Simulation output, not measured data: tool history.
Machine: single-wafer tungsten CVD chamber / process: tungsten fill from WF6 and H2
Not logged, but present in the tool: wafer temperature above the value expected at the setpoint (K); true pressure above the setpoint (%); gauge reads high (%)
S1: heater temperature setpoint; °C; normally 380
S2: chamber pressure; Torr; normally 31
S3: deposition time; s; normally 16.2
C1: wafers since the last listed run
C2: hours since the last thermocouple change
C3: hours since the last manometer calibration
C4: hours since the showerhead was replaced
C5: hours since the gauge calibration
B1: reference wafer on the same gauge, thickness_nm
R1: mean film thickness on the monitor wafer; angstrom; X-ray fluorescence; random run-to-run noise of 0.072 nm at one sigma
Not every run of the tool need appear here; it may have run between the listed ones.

run     day   S1    S2    S3   C1      C2      C3      C4      C5      B1      R1
  1       0  380    31  16.2    0  1966.4  2118.4  5643.4  1026.2  28.906  306.68
  2   0.983  380    31  16.2  589    1990    2142    5667  1049.8  28.882  305.81
  3   1.858  380    31  16.2  524    2011    2163    5688  1070.8  28.897  306.42
  4   2.946  380    31  16.2  652  2037.1  2189.1  5714.1  1096.9  28.905  306.37
  5    3.45  380    37  16.2  302  2049.2  2201.2  5726.2    1109  28.905   340.3
  6   4.679  380    31  16.2  736  2078.7  2230.7  5755.7  1138.5  28.896  306.77
      4.792  -- gauge calibrated
  7   5.733  380    31  16.2  632    2104    2256    5781    22.6  28.906  308.29
  8   6.817  380    31  16.2  649    2130    2282    5807    48.6  28.903  306.75
  9   7.454  380    31  16.2  382  2145.3  2297.3  5822.3    63.9  28.903   306.5
 10   8.679  380    31  16.2  734  2174.7  2326.7  5851.7    93.3    28.9   305.5
 11   9.229  380    31  16.2  329  2187.9  2339.9  5864.9   106.5  28.879   307.5
     10.438  -- showerhead replaced
 12  10.475  380    31  16.2  547  2217.8  2369.8     0.9   136.4  28.915  307.22
 13  10.992  380  28.4  16.2  309  2230.2  2382.2    13.3   148.8  28.903  290.95
 14  12.217  380  38.1  17.4  734  2259.6  2411.6    42.7   178.2  28.891  370.93
     13.438  -- thermocouple changed; heater temperature recalibrated
 15  13.458  380    31    14  544     0.5  2441.4    72.5     208  28.893  264.77
 16  14.888  374  38.1  14.7  856    34.8  2475.7   106.8   242.3  28.903  282.54
 17  15.808  388    31  18.1  552    56.9  2497.8   128.9   264.4  28.909  394.21
 18  17.092  380    31  14.8  769    87.7  2528.6   159.7   295.2  28.902  280.44
 19  18.233  380    31  16.2  684   115.1    2556   187.1   322.6  28.884  307.86
 20  19.017  380    31  16.2  469   133.9  2574.8   205.9   341.4  28.904  305.98
 21  19.971  375  25.8  13.7  572   156.8  2597.7   228.8   364.3  28.882  211.02
 22  20.633  369  23.8  19.1  397   172.7  2613.6   244.7   380.2  28.881  250.87
     21.621  -- capacitance manometer re-zeroed and calibrated
 23   21.75  368  25.1  13.8  469   199.5     3.1   271.5     407  28.917  183.06
 24  22.538  380    31  16.2  472   218.4      22   290.4   425.9  28.898  306.58
 25  23.683  380    31  16.2  687   245.9    49.5   317.9   453.4  28.908  305.77
 26  24.883  394    31  18.3  719   274.7    78.3   346.7   482.2  28.894  441.54
 27  25.858  380  27.1  16.2  584   298.1   101.7   370.1   505.6  28.892  281.83
 28  26.838  380  24.7  16.2  587   321.6   125.2   393.6   529.1  28.905   265.1
 29    27.9  380    31  16.2  637   347.1   150.7   419.1   554.6  28.892  305.97
 30   29.35  380  26.3  15.4  869   381.9   185.5   453.9   589.4  28.904  263.45
 31  30.729  380    31  16.2  826     415   218.6     487   622.5  28.913  306.19
 32  32.138  380    31  16.2  844   448.8   252.4   520.8   656.3  28.906  305.69
 33  33.342  380    31  16.2  721   477.7   281.3   549.7   685.2  28.894   304.7

For each entry between runs, how does the tool's hidden state at the last listed run before it compare with that at the first listed run after it?
In the gap between runs 6 and 7: gauge calibrated (day 4.792)
  both runs share identical hidden conditions
In the gap between runs 11 and 12: showerhead replaced (day 10.438)
  both runs share identical hidden conditions
In the gap between runs 14 and 15: thermocouple changed; heater temperature recalibrated (day 13.438)
  both runs share identical hidden conditions
In the gap between runs 22 and 23: capacitance manometer re-zeroed and calibrated (day 21.621)
  both runs share identical hidden conditions
